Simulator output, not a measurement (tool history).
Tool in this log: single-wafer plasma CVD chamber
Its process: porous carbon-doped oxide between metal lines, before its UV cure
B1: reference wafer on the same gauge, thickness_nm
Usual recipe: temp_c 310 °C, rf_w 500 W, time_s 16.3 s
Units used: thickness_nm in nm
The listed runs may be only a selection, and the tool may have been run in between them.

run 1 hour=0 | temp_c=306 rf_w=460 time_s=16.3 | B1=93.347 | thickness_nm=81.471
run 2 hour=29.2 | temp_c=310 rf_w=500 time_s=16.3 | B1=93.445 | thickness_nm=83.111
run 3 hour=98.6 | temp_c=310 rf_w=500 time_s=16.3 | B1=93.445 | thickness_nm=81.674
run 4 hour=139 | temp_c=310 rf_w=530 time_s=16.3 | B1=93.573 | thickness_nm=84.481
run 5 hour=175.1 | temp_c=310 rf_w=500 time_s=16.3 | B1=93.549 | thickness_nm=81.89
run 6 hour=230.2 | temp_c=310 rf_w=500 time_s=16.3 | B1=93.285 | thickness_nm=82.367
run 7 hour=280.6 | temp_c=310 rf_w=500 time_s=16.3 | B1=93.501 | thickness_nm=82.155
run 8 hour=327.5 | temp_c=310 rf_w=500 time_s=16.3 | B1=93.373 | thickness_nm=82.004
run 9 hour=365.4 | temp_c=310 rf_w=500 time_s=16.3 | B1=93.507 | thickness_nm=81.201
-- hour=398.3 gauge calibrated
run 10 hour=404.1 | temp_c=314 rf_w=500 time_s=16.3 | B1=93.491 | thickness_nm=80.546
run 11 hour=439.9 | temp_c=314 rf_w=500 time_s=16.3 | B1=93.651 | thickness_nm=80.681
-- hour=481.7 thermocouple changed; heater temperature recalibrated
run 12 hour=484.7 | temp_c=310 rf_w=500 time_s=16.3 | B1=93.448 | thickness_nm=82.359
run 13 hour=514.3 | temp_c=310 rf_w=500 time_s=16.3 | B1=93.531 | thickness_nm=81.193
-- hour=526.4 showerhead replaced
run 14 hour=564.9 | temp_c=310 rf_w=500 time_s=16.3 | B1=93.47 | thickness_nm=81.727
run 15 hour=615 | temp_c=310 rf_w=500 time_s=16.3 | B1=93.564 | thickness_nm=81.627
run 16 hour=650.2 | temp_c=310 rf_w=500 time_s=16.3 | B1=93.676 | thickness_nm=81.046
run 17 hour=691.2 | temp_c=324 rf_w=405 time_s=15.2 | B1=93.463 | thickness_nm=64.391
run 18 hour=740.2 | temp_c=310 rf_w=500 time_s=13.7 | B1=93.656 | thickness_nm=69.099
run 19 hour=774.5 | temp_c=322 rf_w=500 time_s=16.3 | B1=93.582 | thickness_nm=77.207
run 20 hour=799.8 | temp_c=310 rf_w=500 time_s=16.3 | B1=93.547 | thickness_nm=81.895
run 21 hour=852.9 | temp_c=310 rf_w=500 time_s=19.1 | B1=93.501 | thickness_nm=94.741
run 22 hour=885.4 | temp_c=316 rf_w=500 time_s=18 | B1=93.657 | thickness_nm=86.241
run 23 hour=943.2 | temp_c=310 rf_w=500 time_s=16.3 | B1=93.531 | thickness_nm=81.878
run 24 hour=984.8 | temp_c=303 rf_w=595 time_s=15.3 | B1=93.475 | thickness_nm=85.859
run 25 hour=1025.5 | temp_c=319 rf_w=500 time_s=19.2 | B1=93.475 | thickness_nm=91.052
-- hour=1050 RF generator calibrated
run 26 hour=1087.1 | temp_c=317 rf_w=500 time_s=16.3 | B1=93.424 | thickness_nm=80.997
run 27 hour=1113.7 | temp_c=310 rf_w=560 time_s=16.3 | B1=93.629 | thickness_nm=89.266
run 28 hour=1145.7 | temp_c=323 rf_w=500 time_s=16.3 | B1=93.369 | thickness_nm=78.718
run 29 hour=1176.8 | temp_c=310 rf_w=550 time_s=16.3 | B1=93.328 | thickness_nm=87.792
run 30 hour=1219.8 | temp_c=316 rf_w=500 time_s=18.9 | B1=93.563 | thickness_nm=93.763
run 31 hour=1266.1 | temp_c=303 rf_w=500 time_s=18.4 | B1=93.538 | thickness_nm=97.616
run 32 hour=1294.4 | temp_c=310 rf_w=500 time_s=16.3 | B1=93.619 | thickness_nm=84.398
run 33 hour=1342.1 | temp_c=310 rf_w=500 time_s=16.3 | B1=93.515 | thickness_nm=83.528
run 34 hour=1392.4 | temp_c=306 rf_w=580 time_s=14.1 | B1=93.58 | thickness_nm=80.189

Measured minus without-hidden-state, run by run (identical run-to-run variation in each term; gauge scatter may differ):
Hidden state at play: wafer temperature above the value expected at the setpoint (K); delivered RF power above the setpoint (%); gauge reads high (%).
run=1 thickness_nm=-1.856
run=2 thickness_nm=-1.931
run=3 thickness_nm=-1.983
run=4 thickness_nm=-2.071
run=5 thickness_nm=-2.084
run=6 thickness_nm=-2.165
run=7 thickness_nm=-2.224
run=8 thickness_nm=-2.278
run=9 thickness_nm=-2.304
run=10 thickness_nm=-2.333
run=11 thickness_nm=-2.382
run=12 thickness_nm=-2.488
run=13 thickness_nm=-2.49
run=14 thickness_nm=-2.571
run=15 thickness_nm=-2.63
run=16 thickness_nm=-2.657
run=17 thickness_nm=-2.481
run=18 thickness_nm=-2.362
run=19 thickness_nm=-2.68
run=20 thickness_nm=-2.875
run=21 thickness_nm=-3.405
run=22 thickness_nm=-3.143
run=23 thickness_nm=-3.058
run=24 thickness_nm=-3.179
run=25 thickness_nm=-3.519
run=26 thickness_nm=-0.123
run=27 thickness_nm=-0.167
run=28 thickness_nm=-0.186
run=29 thickness_nm=-0.244
run=30 thickness_nm=-0.323
run=31 thickness_nm=-0.401
run=32 thickness_nm=-0.381
run=33 thickness_nm=-0.435
run=34 thickness_nm=-0.46

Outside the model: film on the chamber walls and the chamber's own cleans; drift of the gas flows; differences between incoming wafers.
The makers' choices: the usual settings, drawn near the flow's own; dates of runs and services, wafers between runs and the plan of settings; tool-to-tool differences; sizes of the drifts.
